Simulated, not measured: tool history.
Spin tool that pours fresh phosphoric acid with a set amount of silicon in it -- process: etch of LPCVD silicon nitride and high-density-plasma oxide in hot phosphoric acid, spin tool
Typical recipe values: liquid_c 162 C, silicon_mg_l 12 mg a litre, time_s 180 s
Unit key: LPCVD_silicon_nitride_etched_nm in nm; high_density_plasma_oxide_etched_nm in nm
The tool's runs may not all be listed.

| run | hour | liquid_c | silicon_mg_l | time_s | read-back film thickness of the LPCVD silicon nitride reference wafer, read on the same gauge (nm) | read-back film thickness of the high-density-plasma oxide reference wafer, read on the same gauge (nm) | LPCVD_silicon_nitride_etched_nm | high_density_plasma_oxide_etched_nm |
|---|---|---|---|---|---|---|---|---|
| 1 | 0 | 163 | 12 | 180 | 99.96 | 139.966 | 15.14 | 0.52 |
| 2 | 14.7 | 162 | 12 | 180 | 100.04 | 140.003 | 14.69 | 0.401 |
| 3 | 30.1 | 162 | 12 | 180 | 99.99 | 139.987 | 14.48 | 0.405 |
| 4 | 46.8 | 162 | 12 | 180 | 99.99 | 139.988 | 14.52 | 0.438 |
|  | 61.7 | heated supply line repaired |
| 5 | 64.4 | 162 | 12 | 180 | 100.01 | 139.981 | 14.52 | 0.455 |
| 6 | 78.3 | 162 | 12 | 180 | 100.03 | 140.02 | 14.47 | 0.49 |
| 7 | 94.1 | 161 | 12 | 180 | 100 | 140.022 | 13.95 | 0.431 |
| 8 | 110.9 | 161 | 12 | 180 | 100.02 | 139.989 | 13.99 | 0.495 |
| 9 | 126.1 | 164.5 | 12 | 180 | 100 | 140.007 | 15.65 | 0.599 |
|  | 132.3 | thermometer replaced |
| 10 | 134.1 | 160.5 | 21.5 | 130 | 100 | 139.984 | 9.66 | 0.219 |
| 11 | 140.8 | 162 | 12 | 180 | 100 | 140.027 | 14.03 | 0.428 |
| 12 | 150.3 | 163 | 12 | 180 | 99.99 | 140.013 | 14.3 | 0.482 |
|  | 153.9 | gauge calibrated |
| 13 | 165.4 | 162 | 12 | 180 | 99.99 | 140.007 | 13.84 | 0.397 |
| 14 | 173.6 | 159.5 | 9 | 110 | 99.99 | 139.999 | 7.72 | 0.228 |
|  | 176.3 | thermometer replaced, repeated, since the last time left the tool worse |
|  | 179.7 | dissolved silicon flow meter replaced |
| 15 | 189.4 | 159 | 5 | 90 | 100 | 139.98 | 6.93 | 0.243 |
| 16 | 204.6 | 162 | 12 | 180 | 100.03 | 139.971 | 15.27 | 0.485 |
| 17 | 214.9 | 162 | 12 | 90 | 99.99 | 139.975 | 7.64 | 0.278 |
| 18 | 228 | 160.5 | 12 | 180 | 100.01 | 139.986 | 14.6 | 0.436 |
| 19 | 239.8 | 164 | 12 | 145 | 99.99 | 139.983 | 13.02 | 0.477 |
| 20 | 256.7 | 162 | 15 | 235 | 100.01 | 140.011 | 19.89 | 0.582 |

What was the tool's hidden state at every run in the log?
dissolved silicon flow above the setpoint (%): 0 across all the runs
temperature lost on the way to the wafer (K): 0 across all the runs
gauge reads high (%): 0 across all the runs
H1: liquid colder than its thermometer reads (K)
| run | H1 |
|---|---|
| 1 | 1.42 |
| 2 | 1.46 |
| 3 | 1.5 |
| 4 | 1.55 |
| 5 | 1.6 |
| 6 | 1.63 |
| 7 | 1.67 |
| 8 | 1.72 |
| 9 | 1.76 |
| 10 | 2.75 |
| 11 | 2.77 |
| 12 | 2.8 |
| 13 | 2.84 |
| 14 | 2.86 |
| 15 | 0.0387 |
| 16 | 0.0793 |
| 17 | 0.107 |
| 18 | 0.142 |
| 19 | 0.173 |
| 20 | 0.219 |

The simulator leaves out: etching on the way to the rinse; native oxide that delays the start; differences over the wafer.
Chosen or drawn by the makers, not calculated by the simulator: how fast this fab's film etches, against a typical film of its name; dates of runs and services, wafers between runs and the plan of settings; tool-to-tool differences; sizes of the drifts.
